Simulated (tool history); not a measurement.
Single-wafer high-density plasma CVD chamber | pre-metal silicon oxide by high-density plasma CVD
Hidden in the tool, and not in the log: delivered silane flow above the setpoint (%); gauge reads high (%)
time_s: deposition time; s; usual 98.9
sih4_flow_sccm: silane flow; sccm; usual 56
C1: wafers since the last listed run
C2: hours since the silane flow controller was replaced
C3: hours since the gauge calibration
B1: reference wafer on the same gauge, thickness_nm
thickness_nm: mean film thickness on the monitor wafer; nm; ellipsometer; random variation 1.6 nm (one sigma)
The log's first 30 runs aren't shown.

{"run": 31, "hour": 1600.5, "time_s": 85.2, "sih4_flow_sccm": 48, "C1": 527, "C2": 654.3, "C3": 808.4, "B1": 645.309, "thickness_nm": 433.784}
{"run": 32, "hour": 1669.7, "time_s": 88.2, "sih4_flow_sccm": 59, "C1": 1159, "C2": 723.5, "C3": 877.6, "B1": 645.433, "thickness_nm": 513.541}
{"run": 33, "hour": 1701.5, "time_s": 105.2, "sih4_flow_sccm": 64, "C1": 532, "C2": 755.3, "C3": 909.4, "B1": 645.28, "thickness_nm": 643.385}
{"run": 34, "hour": 1730.8, "time_s": 80.1, "sih4_flow_sccm": 62, "C1": 490, "C2": 784.6, "C3": 938.7, "B1": 644.666, "thickness_nm": 481.142}
{"run": 35, "hour": 1756.1, "time_s": 90.3, "sih4_flow_sccm": 56, "C1": 423, "C2": 809.9, "C3": 964.0, "B1": 646.255, "thickness_nm": 506.981}
{"run": 36, "hour": 1793.5, "time_s": 98.9, "sih4_flow_sccm": 51, "C1": 626, "C2": 847.3, "C3": 1001.4, "B1": 644.983, "thickness_nm": 524.519}
{"run": 37, "hour": 1819.5, "time_s": 117.3, "sih4_flow_sccm": 64, "C1": 435, "C2": 873.3, "C3": 1027.4, "B1": 645.13, "thickness_nm": 722.744}
{"run": 38, "hour": 1854.3, "time_s": 98.9, "sih4_flow_sccm": 56, "C1": 582, "C2": 908.1, "C3": 1062.2, "B1": 644.676, "thickness_nm": 557.442}

Forecast each of these 4 alternatives for the next run:
{"run": "A", "hour": 1854.7, "time_s": 98.9, "sih4_flow_sccm": 56, "C1": 6, "C2": 908.5, "C3": 1062.6, "B1": "?", "thickness_nm": "?"}
{"run": "B", "hour": 1854.7, "time_s": 106.1, "sih4_flow_sccm": 65, "C1": 6, "C2": 908.5, "C3": 1062.6, "B1": "?", "thickness_nm": "?"}
{"run": "C", "hour": 1854.7, "time_s": 112.0, "sih4_flow_sccm": 56, "C1": 6, "C2": 908.5, "C3": 1062.6, "B1": "?", "thickness_nm": "?"}
{"run": "D", "hour": 1854.7, "time_s": 82.1, "sih4_flow_sccm": 62, "C1": 6, "C2": 908.5, "C3": 1062.6, "B1": "?", "thickness_nm": "?"}

run=A B1=645.185 thickness_nm=556.007
run=B B1=645.185 thickness_nm=657.000
run=C B1=645.185 thickness_nm=629.654
run=D B1=645.185 thickness_nm=492.777
Without the tool's hidden state the same runs would have given:
run=A thickness_nm=550.051
run=B thickness_nm=649.963
run=C thickness_nm=622.909
run=D thickness_nm=487.498
